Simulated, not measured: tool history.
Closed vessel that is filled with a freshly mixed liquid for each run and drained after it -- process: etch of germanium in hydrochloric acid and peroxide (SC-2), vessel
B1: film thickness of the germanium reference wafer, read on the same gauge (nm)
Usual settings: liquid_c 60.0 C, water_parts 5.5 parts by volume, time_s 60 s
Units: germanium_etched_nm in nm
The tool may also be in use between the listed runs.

{"run": 1, "hour": 0.0, "liquid_c": 60.0, "water_parts": 5.5, "time_s": 45, "B1": 120.03, "germanium_etched_nm": 123.67}
{"run": 2, "hour": 24.9, "liquid_c": 60.0, "water_parts": 5.5, "time_s": 60, "B1": 120.02, "germanium_etched_nm": 163.82}
{"run": 3, "hour": 50.6, "liquid_c": 60.0, "water_parts": 5.5, "time_s": 60, "B1": 119.99, "germanium_etched_nm": 164.1}
{"run": 4, "hour": 68.2, "liquid_c": 60.0, "water_parts": 5.5, "time_s": 70, "B1": 119.99, "germanium_etched_nm": 192.7}
{"run": 5, "hour": 100.8, "liquid_c": 60.0, "water_parts": 4.0, "time_s": 60, "B1": 119.99, "germanium_etched_nm": 166.28}
{"run": 6, "hour": 186.7, "liquid_c": 60.0, "water_parts": 4.0, "time_s": 60, "B1": 120.0, "germanium_etched_nm": 167.07}
{"run": 7, "hour": 219.5, "liquid_c": 60.0, "water_parts": 4.0, "time_s": 60, "B1": 120.0, "germanium_etched_nm": 167.0}
{"run": 8, "hour": 232.9, "liquid_c": 57.5, "water_parts": 5.5, "time_s": 60, "B1": 120.0, "germanium_etched_nm": 153.67}
{"hour": 258.3, "done": "chemicals flow meter replaced"}
{"run": 9, "hour": 261.5, "liquid_c": 57.5, "water_parts": 5.5, "time_s": 60, "B1": 120.0, "germanium_etched_nm": 155.0}
{"hour": 286.8, "done": "gauge calibrated"}
{"run": 10, "hour": 295.9, "liquid_c": 65.0, "water_parts": 5.5, "time_s": 75, "B1": 119.98, "germanium_etched_nm": 241.45}
{"run": 11, "hour": 309.6, "liquid_c": 60.0, "water_parts": 5.5, "time_s": 60, "B1": 120.01, "germanium_etched_nm": 166.51}
{"run": 12, "hour": 329.5, "liquid_c": 62.5, "water_parts": 5.5, "time_s": 90, "B1": 119.99, "germanium_etched_nm": 269.78}
{"run": 13, "hour": 360.3, "liquid_c": 60.0, "water_parts": 5.5, "time_s": 60, "B1": 120.01, "germanium_etched_nm": 168.48}
{"hour": 362.1, "done": "thermometer replaced"}
{"run": 14, "hour": 388.5, "liquid_c": 60.0, "water_parts": 5.5, "time_s": 60, "B1": 119.99, "germanium_etched_nm": 158.91}
{"run": 15, "hour": 418.7, "liquid_c": 50.5, "water_parts": 7.0, "time_s": 75, "B1": 120.01, "germanium_etched_nm": 146.4}
{"hour": 446.3, "done": "new drum of peroxide connected"}
{"run": 16, "hour": 447.3, "liquid_c": 60.0, "water_parts": 5.5, "time_s": 60, "B1": 120.01, "germanium_etched_nm": 159.57}
{"run": 17, "hour": 474.8, "liquid_c": 64.0, "water_parts": 4.0, "time_s": 40, "B1": 120.0, "germanium_etched_nm": 120.75}
{"run": 18, "hour": 493.8, "liquid_c": 60.0, "water_parts": 8.5, "time_s": 80, "B1": 120.0, "germanium_etched_nm": 205.13}
{"run": 19, "hour": 523.8, "liquid_c": 64.5, "water_parts": 4.0, "time_s": 45, "B1": 120.01, "germanium_etched_nm": 138.03}
{"run": 20, "hour": 537.3, "liquid_c": 67.0, "water_parts": 4.5, "time_s": 45, "B1": 119.98, "germanium_etched_nm": 149.85}
{"run": 21, "hour": 562.1, "liquid_c": 60.0, "water_parts": 4.5, "time_s": 60, "B1": 119.99, "germanium_etched_nm": 161.1}
{"run": 22, "hour": 585.4, "liquid_c": 67.0, "water_parts": 4.5, "time_s": 45, "B1": 120.0, "germanium_etched_nm": 149.34}
{"run": 23, "hour": 616.0, "liquid_c": 60.0, "water_parts": 5.5, "time_s": 60, "B1": 119.99, "germanium_etched_nm": 160.52}

5 options for the next run, each taken on its own from the tool as it stands now. Forecast them:
{"run": "A", "hour": 616.7, "liquid_c": 60.0, "water_parts": 5.5, "time_s": 60, "B1": "?", "germanium_etched_nm": "?"}
{"run": "B", "hour": 616.7, "liquid_c": 60.0, "water_parts": 5.5, "time_s": 40, "B1": "?", "germanium_etched_nm": "?"}
{"run": "C", "hour": 616.7, "liquid_c": 54.5, "water_parts": 5.5, "time_s": 60, "B1": "?", "germanium_etched_nm": "?"}
{"run": "D", "hour": 616.7, "liquid_c": 56.0, "water_parts": 4.5, "time_s": 30, "B1": "?", "germanium_etched_nm": "?"}
{"run": "E", "hour": 616.7, "liquid_c": 60.0, "water_parts": 7.0, "time_s": 60, "B1": "?", "germanium_etched_nm": "?"}

run=A B1=120.01 germanium_etched_nm=159.76
run=B B1=120.01 germanium_etched_nm=106.51
run=C B1=120.01 germanium_etched_nm=135.06
run=D B1=120.01 germanium_etched_nm=71.15
run=E B1=120.01 germanium_etched_nm=157.74
With the hidden condition removed and each run's random variation left untouched, the same runs would have given:
run=A germanium_etched_nm=157.80
run=B germanium_etched_nm=105.20
run=C germanium_etched_nm=133.35
run=D germanium_etched_nm=70.25
run=E germanium_etched_nm=155.82
